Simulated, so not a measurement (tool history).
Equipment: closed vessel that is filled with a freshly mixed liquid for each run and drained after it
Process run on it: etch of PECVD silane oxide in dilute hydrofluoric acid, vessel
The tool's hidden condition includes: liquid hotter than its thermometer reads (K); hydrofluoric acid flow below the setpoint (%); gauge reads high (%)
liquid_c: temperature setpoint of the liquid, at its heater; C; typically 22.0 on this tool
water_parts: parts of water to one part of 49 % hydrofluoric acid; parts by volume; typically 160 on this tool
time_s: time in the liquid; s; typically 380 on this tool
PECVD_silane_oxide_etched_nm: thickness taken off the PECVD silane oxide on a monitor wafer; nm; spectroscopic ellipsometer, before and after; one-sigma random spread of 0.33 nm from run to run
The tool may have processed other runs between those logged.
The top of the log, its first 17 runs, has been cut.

run	hour	liquid_c	water_parts	time_s	wafers since the last listed run	hours since the thermometer was replaced	hours since the hydrofluoric acid flow meter was replaced	hours since the gauge calibration	read-back film thickness of the PECVD silane oxide reference wafer, read on the same gauge (nm)	PECVD_silane_oxide_etched_nm
18	384.9	22.0	160	315	3514	485.0	139.5	289.5	49.99	50.06
19	401.3	22.0	160	380	1818	501.4	155.9	305.9	50.00	60.35
20	420.5	24.5	185	285	2128	520.6	175.1	325.1	50.05	41.55
21	436.8	22.0	160	320	1807	536.9	191.4	341.4	50.00	50.88
# hour 450.1: thermometer replaced
22	459.3	25.5	160	500	2383	9.2	213.9	363.9	50.00	87.39
23	492.0	26.0	230	225	3625	41.9	246.6	396.6	50.03	25.58
24	504.6	22.0	160	380	1397	54.5	259.2	409.2	50.00	58.17
25	533.6	18.0	205	520	3215	83.5	288.2	438.2	49.97	50.58
26	560.7	18.0	160	550	3004	110.6	315.3	465.3	50.01	71.85
27	593.4	26.0	160	380	3625	143.3	348.0	498.0	49.98	67.62
28	605.6	27.0	160	250	1352	155.5	360.2	510.2	49.98	46.50
# hour 637.4: gauge calibrated
29	639.0	20.5	190	480	3703	188.9	393.6	1.6	50.03	57.30
30	652.3	25.5	220	155	1474	202.2	406.9	14.9	50.01	18.62
31	673.0	23.5	130	320	2295	222.9	427.6	35.6	49.97	66.49
32	698.6	23.5	195	380	2838	248.5	453.2	61.2	49.99	49.28
33	728.4	18.0	115	380	3304	278.3	483.0	91.0	49.94	73.24
34	763.3	20.5	180	470	3869	313.2	517.9	125.9	50.02	60.58

Each row is a separate what-if for the run after 34, all from the same tool condition, not one after another. Results?
A	764.1	22.0	200	380	88	314.0	518.7	126.7	?	?
B	764.1	22.0	160	150	88	314.0	518.7	126.7	?	?
C	764.1	22.0	125	515	88	314.0	518.7	126.7	?	?

run	read-back film thickness of the PECVD silane oxide reference wafer, read on the same gauge (nm)	PECVD_silane_oxide_etched_nm
A	50.02	45.22
B	50.02	23.29
C	50.02	106.43
Stripped of hidden state, with their random variation kept, the same runs would have yielded:
run	PECVD_silane_oxide_etched_nm
A	44.03
B	22.66
C	103.48
